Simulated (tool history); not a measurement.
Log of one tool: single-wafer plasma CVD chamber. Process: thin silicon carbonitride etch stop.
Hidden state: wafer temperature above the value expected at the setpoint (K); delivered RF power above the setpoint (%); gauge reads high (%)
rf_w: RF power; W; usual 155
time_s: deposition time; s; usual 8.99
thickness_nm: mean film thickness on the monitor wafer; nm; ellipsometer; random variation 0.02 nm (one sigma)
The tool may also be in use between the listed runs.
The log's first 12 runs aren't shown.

run	day	rf_w	time_s	wafers since the last listed run	hours since the last thermocouple change	hours since the last RF generator calibration	hours since the showerhead was replaced	hours since the gauge calibration	read-back reference wafer on the same gauge, thickness_nm	thickness_nm
13	14.300	145	8.37	753	1432.5	1438.8	210.5	662.2	4.107	4.232
# day 14.825: RF generator calibrated
14	15.333	165	9.45	649	1457.3	12.2	235.3	687.0	4.100	4.872
15	15.875	155	8.99	502	1470.3	25.2	248.3	700.0	4.099	4.587
16	16.554	135	10.63	629	1486.6	41.5	264.6	716.3	4.091	5.131
17	17.779	155	8.99	1135	1516.0	70.9	294.0	745.7	4.105	4.572
18	18.342	125	8.99	521	1529.5	84.4	307.5	759.2	4.104	4.254
19	19.200	145	7.93	795	1550.1	105.0	328.1	779.8	4.105	3.923
# day 19.858: thermocouple changed; heater temperature recalibrated
20	19.879	140	8.00	320	0.5	121.3	344.4	796.1	4.103	3.949
21	20.488	155	8.99	564	15.1	135.9	359.0	810.7	4.107	4.553
22	21.458	185	8.43	900	38.4	159.2	382.3	834.0	4.098	4.509
23	22.646	130	9.93	1101	66.9	187.7	410.8	862.5	4.092	4.751
24	23.271	140	7.50	579	81.9	202.7	425.8	877.5	4.099	3.699
# day 23.942: gauge calibrated
25	24.008	145	9.87	683	99.6	220.4	443.5	1.6	4.103	4.909
26	24.742	140	8.39	679	117.2	238.0	461.1	19.2	4.104	4.125
# day 25.296: RF generator calibrated, repeated, since the last time left the tool worse
27	26.096	155	8.99	946	149.7	19.2	493.6	51.7	4.099	4.703
28	27.179	155	8.52	1004	175.7	45.2	519.6	77.7	4.100	4.476
29	30.938	155	8.99	3484	265.9	135.4	609.8	167.9	4.094	4.693
30	31.638	155	8.99	649	282.7	152.2	626.6	184.7	4.102	4.730
31	32.400	135	9.89	707	301.0	170.5	644.9	203.0	4.109	4.960
32	33.621	155	10.09	1132	330.3	199.8	674.2	232.3	4.098	5.304
33	35.046	155	7.98	1321	364.5	234.0	708.4	266.5	4.099	4.173
34	36.433	155	8.99	1286	397.8	267.3	741.7	299.8	4.095	4.717

Forecast each of these 5 alternatives for the next run:
A	36.450	155	8.99	15	398.2	267.7	742.1	300.2	?	?
B	36.450	145	7.90	15	398.2	267.7	742.1	300.2	?	?
C	36.450	155	9.48	15	398.2	267.7	742.1	300.2	?	?
D	36.450	145	9.90	15	398.2	267.7	742.1	300.2	?	?
E	36.450	130	7.93	15	398.2	267.7	742.1	300.2	?	?

run	read-back reference wafer on the same gauge, thickness_nm	thickness_nm
A	4.101	4.721
B	4.101	4.066
C	4.101	4.979
D	4.101	5.096
E	4.101	3.950
Without the tool's hidden state the same runs would have given:
run	thickness_nm
A	4.733
B	4.076
C	4.991
D	5.108
E	3.959
